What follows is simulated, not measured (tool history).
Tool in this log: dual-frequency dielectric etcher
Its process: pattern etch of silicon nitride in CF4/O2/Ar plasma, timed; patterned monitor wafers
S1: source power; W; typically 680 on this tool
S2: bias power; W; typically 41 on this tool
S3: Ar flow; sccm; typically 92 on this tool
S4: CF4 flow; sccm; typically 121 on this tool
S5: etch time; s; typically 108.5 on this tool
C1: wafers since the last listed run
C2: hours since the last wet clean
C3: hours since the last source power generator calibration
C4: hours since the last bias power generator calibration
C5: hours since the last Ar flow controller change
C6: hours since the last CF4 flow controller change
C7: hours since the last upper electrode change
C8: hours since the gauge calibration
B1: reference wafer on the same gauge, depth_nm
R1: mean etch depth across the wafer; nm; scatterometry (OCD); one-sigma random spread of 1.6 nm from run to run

run     day   S1  S2   S3   S4     S5   C1     C2     C3     C4     C5     C6      C7     C8     B1     R1
  1   0.000  680  41   92  121  108.5    0  466.4   51.9   31.7  166.7  183.3  5983.5  435.2  236.9  242.9
      1.325  -- upper electrode replaced
  2   1.346  680  49   92  121  108.5   79  498.7   84.2   64.0  199.0  215.6     0.5  467.5  237.0  270.4
  3   1.358  680  41   92  150  108.5    2  499.0   84.5   64.3  199.3  215.9     0.8  467.8  237.1  248.6
  4   1.938  680  41   92  121  130.5  132  512.9   98.4   78.2  213.2  229.8    14.7  481.7  237.2  293.0
  5   2.446  840  49  104  142  108.5  116  525.1  110.6   90.4  225.4  242.0    26.9  493.9  236.9  324.5
      2.696  -- gauge calibrated
  6   2.925  630  41   71  102  130.0  110  536.6  122.1  101.9  236.9  253.5    38.4    5.5  236.8  275.5
  7   3.371  540  49  108  113  108.5  102  547.3  132.8  112.6  247.6  264.2    49.1   16.2  236.5  209.2
      4.775  -- wet clean of the chamber
  8   4.796  680  41   92  121  108.5   97    0.5  167.0  146.8  281.8  298.4    83.3   50.4  237.3  254.5
  9   4.808  680  44   83  141  124.5    2    0.8  167.3  147.1  282.1  298.7    83.6   50.7  237.6  307.0
 10   4.825  680  38   73  143  108.5    3    1.2  167.7  147.5  282.5  299.1    84.0   51.1  236.9  252.0
 11   5.246  680  41   92  121  139.0   96   11.3  177.8  157.6  292.6  309.2    94.1   61.2  236.9  322.5
 12   5.562  680  41   92  137  124.0   72   18.9  185.4  165.2  300.2  316.8   101.7   68.8  237.1  292.6
 13   5.917  540  41   92   95  108.5   81   27.4  193.9  173.7  308.7  325.3   110.2   77.3  237.0  198.9
 14   6.529  680  41  112  151  118.5  140   42.1  208.6  188.4  323.4  340.0   124.9   92.0  236.8  272.5
 15   7.117  680  47   82  121   77.0  134   56.2  222.7  202.5  337.5  354.1   139.0  106.1  236.7  193.8
 16   7.704  820  41   74  103   85.0  134   70.3  236.8  216.6  351.6  368.2   153.1  120.2  237.6  241.0
 17   8.429  680  41   92  121  108.5  166   87.7  254.2  234.0  369.0  385.6   170.5  137.6  237.3  248.9
 18   8.862  730  41   92  121  108.5   99   98.1  264.6  244.4  379.4  396.0   180.9  148.0  237.1  270.0
 19   9.538  680  41   92  121  108.5  154  114.3  280.8  260.6  395.6  412.2   197.1  164.2  237.1  249.3
 20  10.025  680  47   92  121  108.5  111  126.0  292.5  272.3  407.3  423.9   208.8  175.9  237.7  266.2
 21  10.562  680  31   78  121  108.5  123  138.9  305.4  285.2  420.2  436.8   221.7  188.8  236.6  218.3

Below, each run's measurement less what the same run would have read without the hidden state. Both values contain the same run-to-run variation, but the gauge's scatter may not be the same in both:
The hidden state here: etch rate over this chamber's usual, %; source power that arrives over what is set, %; bias power that arrives over what is set, %; Ar flow that arrives over what is set, %; CF4 flow that arrives over what is set, %; gauge reads high (%).
run     R1
  1   -6.6
  2   -8.0
  3   -7.3
  4   -9.0
  5  -10.3
  6   -9.0
  7   -7.0
  8   +0.4
  9   +0.5
 10   +0.3
 11   +0.2
 12   +0.0
 13   -0.1
 14   -0.4
 15   -0.5
 16   -0.9
 17   -1.2
 18   -1.5
 19   -1.7
 20   -2.1
 21   -1.8
